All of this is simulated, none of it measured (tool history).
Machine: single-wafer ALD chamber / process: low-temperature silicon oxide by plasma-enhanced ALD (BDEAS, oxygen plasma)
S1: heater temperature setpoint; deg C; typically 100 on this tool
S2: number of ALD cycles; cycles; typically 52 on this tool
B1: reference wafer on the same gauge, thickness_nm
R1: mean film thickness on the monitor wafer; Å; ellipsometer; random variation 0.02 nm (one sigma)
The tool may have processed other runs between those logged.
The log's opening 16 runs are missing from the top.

run,hour,S1,S2,B1,R1
17,419.2,96,52,7.666,80.73
18,450.8,100,52,7.679,79.70
19,482.3,100,52,7.691,80.12
20,513.3,100,52,7.706,79.98
21,532.7,100,52,7.714,80.44
22,565.7,100,52,7.732,80.30
23,604.8,104,57,7.744,87.64
24,622.1,92,58,7.761,92.47
# hour 660.5: thermocouple changed; heater temperature recalibrated
25,661.0,100,52,7.778,80.77
26,676.8,91,52,7.781,83.38
# hour 683.2: gauge calibrated
27,703.5,109,57,7.577,84.98
28,723.1,100,52,7.578,78.84
29,758.4,85,47,7.581,74.64
30,789.2,91,59,7.587,92.20
31,819.3,100,42,7.585,63.68
32,850.6,100,52,7.586,78.72
33,884.1,100,52,7.595,78.99
34,912.1,113,45,7.593,67.12
35,945.9,110,49,7.602,73.43
36,965.3,91,60,7.611,93.97
37,980.9,91,56,7.610,87.80
38,1001.7,114,59,7.610,87.40
39,1042.2,100,62,7.625,94.79
40,1067.2,100,52,7.629,79.34

Consider 5 possible next runs. They are alternatives, not a sequence: every one starts from the tool as it was left by run 40. What does each give?
A,1067.7,100,52,?,?
B,1067.7,93,48,?,?
C,1067.7,113,46,?,?
D,1067.7,100,55,?,?
E,1067.7,96,57,?,?

run,B1,R1
A,7.629,79.69
B,7.629,75.19
C,7.629,69.04
D,7.629,84.28
E,7.629,88.46
Without the tool's unlogged condition, the same runs would have read:
run,R1
A,79.08
B,74.62
C,68.51
D,83.64
E,87.79
